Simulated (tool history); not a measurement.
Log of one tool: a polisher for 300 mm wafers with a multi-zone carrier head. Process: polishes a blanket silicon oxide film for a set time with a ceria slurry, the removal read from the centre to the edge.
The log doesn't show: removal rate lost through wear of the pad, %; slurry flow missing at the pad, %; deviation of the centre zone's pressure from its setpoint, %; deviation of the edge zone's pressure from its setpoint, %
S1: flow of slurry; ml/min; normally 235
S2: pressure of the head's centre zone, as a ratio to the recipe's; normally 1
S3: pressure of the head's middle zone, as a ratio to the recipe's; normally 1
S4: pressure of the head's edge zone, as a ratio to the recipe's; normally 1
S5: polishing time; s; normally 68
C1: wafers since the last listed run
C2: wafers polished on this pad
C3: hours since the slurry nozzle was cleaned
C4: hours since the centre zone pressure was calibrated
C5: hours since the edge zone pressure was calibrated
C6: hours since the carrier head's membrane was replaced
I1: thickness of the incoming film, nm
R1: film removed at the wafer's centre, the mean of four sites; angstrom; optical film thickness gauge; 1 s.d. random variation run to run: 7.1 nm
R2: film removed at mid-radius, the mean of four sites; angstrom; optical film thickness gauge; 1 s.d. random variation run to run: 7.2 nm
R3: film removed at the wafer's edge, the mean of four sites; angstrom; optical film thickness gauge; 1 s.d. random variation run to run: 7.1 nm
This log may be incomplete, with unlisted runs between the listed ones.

run 1 day=0 | S1=235 S2=1 S3=0.9 S4=0.96 S5=46 | C1=0 C2=45 C3=198.3 C4=101 C5=169.3 C6=11.5 | I1=1459.6 | R1=3243 R2=3143 R3=3417
run 2 day=0.792 | S1=235 S2=1 S3=1 S4=0.95 S5=68 | C1=108 C2=154 C3=217.3 C4=120 C5=188.3 C6=30.5 | I1=1471.1 | R1=4931 R2=4881 R3=4992
run 3 day=2.096 | S1=235 S2=1 S3=1 S4=1.09 S5=87 | C1=179 C2=333 C3=248.6 C4=151.3 C5=219.6 C6=61.8 | I1=1443.5 | R1=6206 R2=6467 R3=6685
run 4 day=2.667 | S1=235 S2=1 S3=1 S4=1 S5=86 | C1=78 C2=411 C3=262.3 C4=165 C5=233.3 C6=75.5 | I1=1467.4 | R1=6314 R2=6322 R3=6396
run 5 day=3.946 | S1=235 S2=0.94 S3=1 S4=1 S5=78 | C1=175 C2=587 C3=293 C4=195.7 C5=264 C6=106.2 | I1=1491.2 | R1=5180 R2=5744 R3=5859
run 6 day=5.004 | S1=235 S2=0.92 S3=1 S4=1 S5=68 | C1=145 C2=732 C3=318.4 C4=221.1 C5=289.4 C6=131.6 | I1=1489.4 | R1=4561 R2=4991 R3=5191
run 7 day=5.583 | S1=200 S2=0.89 S3=1 S4=1 S5=68 | C1=79 C2=812 C3=332.3 C4=235 C5=303.3 C6=145.5 | I1=1450.6 | R1=4258 R2=4953 R3=5214
run 8 day=6.121 | S1=235 S2=1 S3=1 S4=0.96 S5=68 | C1=73 C2=886 C3=345.2 C4=247.9 C5=316.2 C6=158.4 | I1=1487.3 | R1=4845 R2=4909 R3=5043
run 9 day=6.892 | S1=235 S2=0.97 S3=1 S4=0.93 S5=68 | C1=105 C2=991 C3=363.7 C4=266.4 C5=334.7 C6=176.9 | I1=1473.4 | R1=4728 R2=4874 R3=5028
-- day=7.7 worn pad replaced by a new one
run 10 day=7.883 | S1=235 S2=1 S3=1 S4=1 S5=68 | C1=113 C2=25 C3=387.5 C4=290.2 C5=358.5 C6=200.7 | I1=1455.9 | R1=4792 R2=5043 R3=5041
run 11 day=8.958 | S1=280 S2=1 S3=1 S4=1 S5=68 | C1=147 C2=172 C3=413.3 C4=316 C5=384.3 C6=226.5 | I1=1477.9 | R1=4850 R2=5005 R3=5157
run 12 day=10.167 | S1=175 S2=0.91 S3=1 S4=1.1 S5=79 | C1=165 C2=338 C3=442.3 C4=345 C5=413.3 C6=255.5 | I1=1497.9 | R1=4974 R2=5719 R3=5960
run 13 day=11.017 | S1=190 S2=1 S3=1.04 S4=1 S5=68 | C1=116 C2=455 C3=462.7 C4=365.4 C5=433.7 C6=275.9 | I1=1487.7 | R1=4607 R2=4969 R3=4923
run 14 day=12.108 | S1=275 S2=1 S3=1 S4=1 S5=79 | C1=149 C2=605 C3=488.9 C4=391.6 C5=459.9 C6=302.1 | I1=1476.9 | R1=5674 R2=5674 R3=5813
run 15 day=12.638 | S1=235 S2=1 S3=1 S4=1 S5=90 | C1=72 C2=678 C3=501.6 C4=404.3 C5=472.6 C6=314.8 | I1=1488.9 | R1=6357 R2=6595 R3=6632
run 16 day=13.704 | S1=235 S2=1 S3=1 S4=1 S5=68 | C1=146 C2=824 C3=527.2 C4=429.9 C5=498.2 C6=340.4 | I1=1484.3 | R1=4621 R2=4852 R3=5009

Expected results for the next run?
-- day=16.321 worn pad replaced by a new one
run 17 day=16.342 | S1=235 S2=1 S3=1 S4=1 S5=86 | C1=339 C2=2 C3=590.5 C4=493.2 C5=561.5 C6=403.7 | I1=1444 | R1=? R2=? R3=?

R1: 5922 angstrom
R2: 6004 angstrom
R3: 6263 angstrom
With no hidden state in the tool, this same run would have given R1 6237 angstrom, R2 6288 angstrom, R3 6483 angstrom.
